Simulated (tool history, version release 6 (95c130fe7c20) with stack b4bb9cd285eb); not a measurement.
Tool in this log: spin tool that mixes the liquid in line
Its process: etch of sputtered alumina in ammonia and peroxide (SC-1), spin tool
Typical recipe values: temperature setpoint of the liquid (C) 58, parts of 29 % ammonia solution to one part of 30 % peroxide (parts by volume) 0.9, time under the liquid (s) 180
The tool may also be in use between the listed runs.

run   hour  temperature setpoint of the liquid (C)  parts of 29 % ammonia solution to one part of 30 % peroxide (parts by volume)  time under the liquid (s)  read-back film thickness of the sputtered alumina reference wafer, read on the same gauge (nm)  thickness taken off the sputtered alumina on a monitor wafer (nm)
  1      0                                      58                                                                            0.9                        180                                                                                           30.02                                                              14.87
      23.8  -- ammonia flow meter replaced
  2     34                                      58                                                                            0.9                        180                                                                                           29.99                                                              14.77
  3   68.2                                      58                                                                            0.9                        180                                                                                              30                                                              14.68
  4  172.2                                    61.5                                                                            1.1                        245                                                                                           29.98                                                               24.8
  5  205.1                                      58                                                                              1                        180                                                                                           30.04                                                              14.99
  6  219.8                                      58                                                                            0.9                        100                                                                                           29.98                                                               8.26
  7  244.5                                      58                                                                            0.9                        180                                                                                           30.03                                                              14.72
  8  274.6                                      49                                                                            0.9                        180                                                                                           30.02                                                               9.25
  9  337.1                                      58                                                                            1.2                         80                                                                                           30.01                                                               6.83
     366.1  -- thermometer replaced
 10  371.8                                      53                                                                              1                        250                                                                                              30                                                              14.99
     372.4  -- gauge calibrated
     376.8  -- heated supply line repaired
     376.9  -- new drum of ammonia solution connected
 11  390.8                                      58                                                                            0.9                        180                                                                                           30.01                                                              13.77
 12  404.4                                      58                                                                            0.9                        150                                                                                           29.99                                                              11.65
 13  437.8                                      48                                                                            1.2                        265                                                                                           30.01                                                               12.3
 14  468.3                                    67.5                                                                            0.9                        235                                                                                           30.02                                                              29.19
 15  489.9                                      58                                                                            0.9                        180                                                                                           30.03                                                                 14
 16  506.1                                      49                                                                            0.9                        180                                                                                           29.99                                                               8.45
 17  533.9                                      55                                                                            1.1                        125                                                                                           30.01                                                               8.37
 18    563                                      58                                                                            0.7                        120                                                                                           29.95                                                               9.11
 19  585.9                                    48.5                                                                            0.5                        280                                                                                           29.96                                                              12.11
 20  605.1                                      58                                                                            0.7                        270                                                                                           29.99                                                              20.46
 21  631.3                                    54.5                                                                            0.5                        250                                                                                           30.01                                                              15.21
 22  648.8                                      58                                                                            0.5                        180                                                                                           30.02                                                              13.37
 23  672.1                                      58                                                                            1.2                        240                                                                                              30                                                              19.27
 24  686.2                                      58                                                                           0.55                        180                                                                                           29.96                                                              13.42

5 options for the next run, each taken on its own from the tool as it stands now. Forecast them:
  A  686.7                                      58                                                                            0.9                        180                                                                                               ?                                                                  ?
  B  686.7                                    63.5                                                                            0.9                         70                                                                                               ?                                                                  ?
  C  686.7                                      58                                                                            0.9                        125                                                                                               ?                                                                  ?
  D  686.7                                      66                                                                            0.7                        115                                                                                               ?                                                                  ?
  E  686.7                                    67.5                                                                            0.9                        140                                                                                               ?                                                                  ?

run  read-back film thickness of the sputtered alumina reference wafer, read on the same gauge (nm)  thickness taken off the sputtered alumina on a monitor wafer (nm)
  A                                                                                              30                                                              14.09
  B                                                                                              30                                                               7.25
  C                                                                                              30                                                               9.78
  D                                                                                              30                                                              13.17
  E                                                                                              30                                                              17.67
Without the tool's hidden state the same runs would have given:
run  thickness taken off the sputtered alumina on a monitor wafer (nm)
  A                                                              13.89
  B                                                               7.15
  C                                                               9.65
  D                                                              12.99
  E                                                              17.44
